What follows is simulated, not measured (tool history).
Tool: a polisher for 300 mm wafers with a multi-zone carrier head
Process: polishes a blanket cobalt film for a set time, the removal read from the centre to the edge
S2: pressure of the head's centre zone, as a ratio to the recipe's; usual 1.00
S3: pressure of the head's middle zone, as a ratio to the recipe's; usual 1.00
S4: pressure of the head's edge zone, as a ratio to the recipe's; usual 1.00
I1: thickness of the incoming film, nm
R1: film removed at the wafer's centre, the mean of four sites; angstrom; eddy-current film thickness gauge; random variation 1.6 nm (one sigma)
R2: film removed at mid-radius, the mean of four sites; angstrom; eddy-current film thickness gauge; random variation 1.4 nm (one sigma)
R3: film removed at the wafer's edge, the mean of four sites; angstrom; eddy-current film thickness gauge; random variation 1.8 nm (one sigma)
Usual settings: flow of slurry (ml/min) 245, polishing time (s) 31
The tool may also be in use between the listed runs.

{"run": 1, "hour": 0.0, "flow of slurry (ml/min)": 245, "S2": 1.0, "S3": 1.0, "S4": 1.0, "polishing time (s)": 31, "I1": 1579.7, "R1": 1232, "R2": 1248, "R3": 1216}
{"run": 2, "hour": 35.6, "flow of slurry (ml/min)": 245, "S2": 1.0, "S3": 1.0, "S4": 1.0, "polishing time (s)": 31, "I1": 1609.5, "R1": 1260, "R2": 1225, "R3": 1211}
{"run": 3, "hour": 101.1, "flow of slurry (ml/min)": 245, "S2": 1.0, "S3": 1.0, "S4": 1.0, "polishing time (s)": 31, "I1": 1583.8, "R1": 1240, "R2": 1220, "R3": 1216}
{"run": 4, "hour": 172.1, "flow of slurry (ml/min)": 245, "S2": 1.0, "S3": 1.0, "S4": 0.94, "polishing time (s)": 31, "I1": 1584.6, "R1": 1210, "R2": 1265, "R3": 1164}
{"run": 5, "hour": 207.2, "flow of slurry (ml/min)": 245, "S2": 1.0, "S3": 1.0, "S4": 0.94, "polishing time (s)": 31, "I1": 1588.0, "R1": 1243, "R2": 1252, "R3": 1176}
{"hour": 254.9, "done": "worn pad replaced by a new one"}
{"run": 6, "hour": 273.8, "flow of slurry (ml/min)": 245, "S2": 1.0, "S3": 1.0, "S4": 1.0, "polishing time (s)": 31, "I1": 1588.1, "R1": 1238, "R2": 1240, "R3": 1218}
{"run": 7, "hour": 308.6, "flow of slurry (ml/min)": 245, "S2": 1.0, "S3": 1.0, "S4": 1.0, "polishing time (s)": 31, "I1": 1613.9, "R1": 1238, "R2": 1243, "R3": 1235}
{"run": 8, "hour": 340.7, "flow of slurry (ml/min)": 245, "S2": 1.0, "S3": 1.0, "S4": 1.0, "polishing time (s)": 31, "I1": 1585.6, "R1": 1236, "R2": 1253, "R3": 1190}
{"hour": 367.9, "done": "centre zone pressure recalibrated"}
{"run": 9, "hour": 465.5, "flow of slurry (ml/min)": 245, "S2": 1.0, "S3": 1.0, "S4": 1.0, "polishing time (s)": 31, "I1": 1576.7, "R1": 1215, "R2": 1233, "R3": 1234}
{"hour": 480.9, "done": "worn pad replaced by a new one"}
{"run": 10, "hour": 492.0, "flow of slurry (ml/min)": 245, "S2": 1.0, "S3": 1.0, "S4": 1.0, "polishing time (s)": 31, "I1": 1571.3, "R1": 1238, "R2": 1256, "R3": 1251}
{"hour": 524.5, "done": "slurry nozzle cleaned"}
{"run": 11, "hour": 526.2, "flow of slurry (ml/min)": 190, "S2": 1.0, "S3": 0.9, "S4": 1.0, "polishing time (s)": 34, "I1": 1610.1, "R1": 1309, "R2": 1220, "R3": 1308}
{"run": 12, "hour": 571.9, "flow of slurry (ml/min)": 245, "S2": 0.91, "S3": 1.0, "S4": 1.0, "polishing time (s)": 31, "I1": 1593.5, "R1": 1119, "R2": 1226, "R3": 1221}
{"run": 13, "hour": 620.7, "flow of slurry (ml/min)": 245, "S2": 1.1, "S3": 1.0, "S4": 1.0, "polishing time (s)": 31, "I1": 1581.3, "R1": 1334, "R2": 1232, "R3": 1222}
{"run": 14, "hour": 663.4, "flow of slurry (ml/min)": 245, "S2": 1.0, "S3": 1.0, "S4": 1.0, "polishing time (s)": 31, "I1": 1585.5, "R1": 1226, "R2": 1235, "R3": 1184}
{"hour": 701.5, "done": "edge zone pressure recalibrated"}
{"hour": 733.8, "done": "worn pad replaced by a new one"}
{"run": 15, "hour": 734.3, "flow of slurry (ml/min)": 210, "S2": 1.0, "S3": 1.0, "S4": 1.0, "polishing time (s)": 31, "I1": 1580.1, "R1": 1215, "R2": 1211, "R3": 1193}
{"run": 16, "hour": 800.0, "flow of slurry (ml/min)": 180, "S2": 1.08, "S3": 1.0, "S4": 1.05, "polishing time (s)": 31, "I1": 1581.7, "R1": 1291, "R2": 1195, "R3": 1170}
{"hour": 849.3, "done": "carrier head's membrane replaced by a new one"}
{"run": 17, "hour": 989.5, "flow of slurry (ml/min)": 245, "S2": 0.95, "S3": 1.0, "S4": 1.0, "polishing time (s)": 31, "I1": 1580.5, "R1": 1164, "R2": 1249, "R3": 1214}
{"hour": 1013.8, "done": "worn pad replaced by a new one"}
{"run": 18, "hour": 1029.0, "flow of slurry (ml/min)": 245, "S2": 1.0, "S3": 1.0, "S4": 1.0, "polishing time (s)": 31, "I1": 1570.8, "R1": 1212, "R2": 1236, "R3": 1218}
{"run": 19, "hour": 1097.6, "flow of slurry (ml/min)": 160, "S2": 0.97, "S3": 1.08, "S4": 1.0, "polishing time (s)": 22, "I1": 1581.6, "R1": 813, "R2": 892, "R3": 824}
{"run": 20, "hour": 1143.1, "flow of slurry (ml/min)": 195, "S2": 1.0, "S3": 1.0, "S4": 1.0, "polishing time (s)": 39, "I1": 1577.6, "R1": 1528, "R2": 1526, "R3": 1458}
{"run": 21, "hour": 1179.0, "flow of slurry (ml/min)": 245, "S2": 0.88, "S3": 1.08, "S4": 1.0, "polishing time (s)": 40, "I1": 1556.4, "R1": 1398, "R2": 1715, "R3": 1562}

The tool's hidden state at each run:
removal rate lost through wear of the pad, %: 0 in every run
slurry flow missing at the pad, %: 0 in every run
deviation of the centre zone's pressure from its setpoint, %: 0 in every run
deviation of the edge zone's pressure from its setpoint, %: 0 in every run
